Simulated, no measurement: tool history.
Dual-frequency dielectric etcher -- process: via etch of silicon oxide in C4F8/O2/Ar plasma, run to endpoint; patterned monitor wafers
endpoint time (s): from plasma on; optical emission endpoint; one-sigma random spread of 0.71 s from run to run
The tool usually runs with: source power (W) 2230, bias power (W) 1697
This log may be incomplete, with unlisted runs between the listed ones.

run	hour	source power (W)	bias power (W)	wafers since the last listed run	hours since the last wet clean	hours since the last source power generator calibration	hours since the last bias power generator calibration	hours since the last upper electrode change	incoming incoming film thickness, nm	endpoint time (s)
1	0.0	2230	1697	0	0.8	3726.7	1255.3	5275.8	1032.6	198.1
2	77.8	2230	1697	538	78.6	3804.5	1333.1	5353.6	1020.1	193.6
3	112.9	1980	1952	243	113.7	3839.6	1368.2	5388.7	1035.0	203.3
4	136.3	1980	1952	162	137.1	3863.0	1391.6	5412.1	1032.7	203.6
5	156.4	2230	1697	139	157.2	3883.1	1411.7	5432.2	1037.5	196.4
6	180.4	2230	1697	166	181.2	3907.1	1435.7	5456.2	1026.9	194.1
7	211.0	2230	1697	211	211.8	3937.7	1466.3	5486.8	1031.8	194.3
8	235.0	2100	1579	166	235.8	3961.7	1490.3	5510.8	1018.0	200.6
9	267.5	2100	1579	225	268.3	3994.2	1522.8	5543.3	1029.1	200.4
10	303.2	1910	1297	247	304.0	4029.9	1558.5	5579.0	1041.3	220.0
11	335.3	2620	1697	222	336.1	4062.0	1590.6	5611.1	1042.6	179.7
12	350.9	2680	1809	108	351.7	4077.6	1606.2	5626.7	1027.3	173.2
13	385.5	1720	1697	239	386.3	4112.2	1640.8	5661.3	1031.4	220.3
# hour 419.0: wet clean of the chamber
14	419.5	2230	1697	69	0.5	4146.2	1674.8	5695.3	1030.2	197.7
15	432.0	2630	1697	86	13.0	4158.7	1687.3	5707.8	1028.0	180.6
# hour 437.7: source power generator calibrated
# hour 455.4: bias power generator calibrated
# hour 459.1: upper electrode replaced
16	459.6	1680	1435	110	40.6	21.9	4.2	0.5	1022.4	233.1

Run 17 comes next. What will it give?
17	542.2	2230	1697	571	123.2	104.5	86.8	83.1	1033.8	?

Run 17 produced endpoint time (s) 197.1.
With the hidden condition absent and the run-to-run variation left alone, this run would have shown endpoint time (s) 199.6.

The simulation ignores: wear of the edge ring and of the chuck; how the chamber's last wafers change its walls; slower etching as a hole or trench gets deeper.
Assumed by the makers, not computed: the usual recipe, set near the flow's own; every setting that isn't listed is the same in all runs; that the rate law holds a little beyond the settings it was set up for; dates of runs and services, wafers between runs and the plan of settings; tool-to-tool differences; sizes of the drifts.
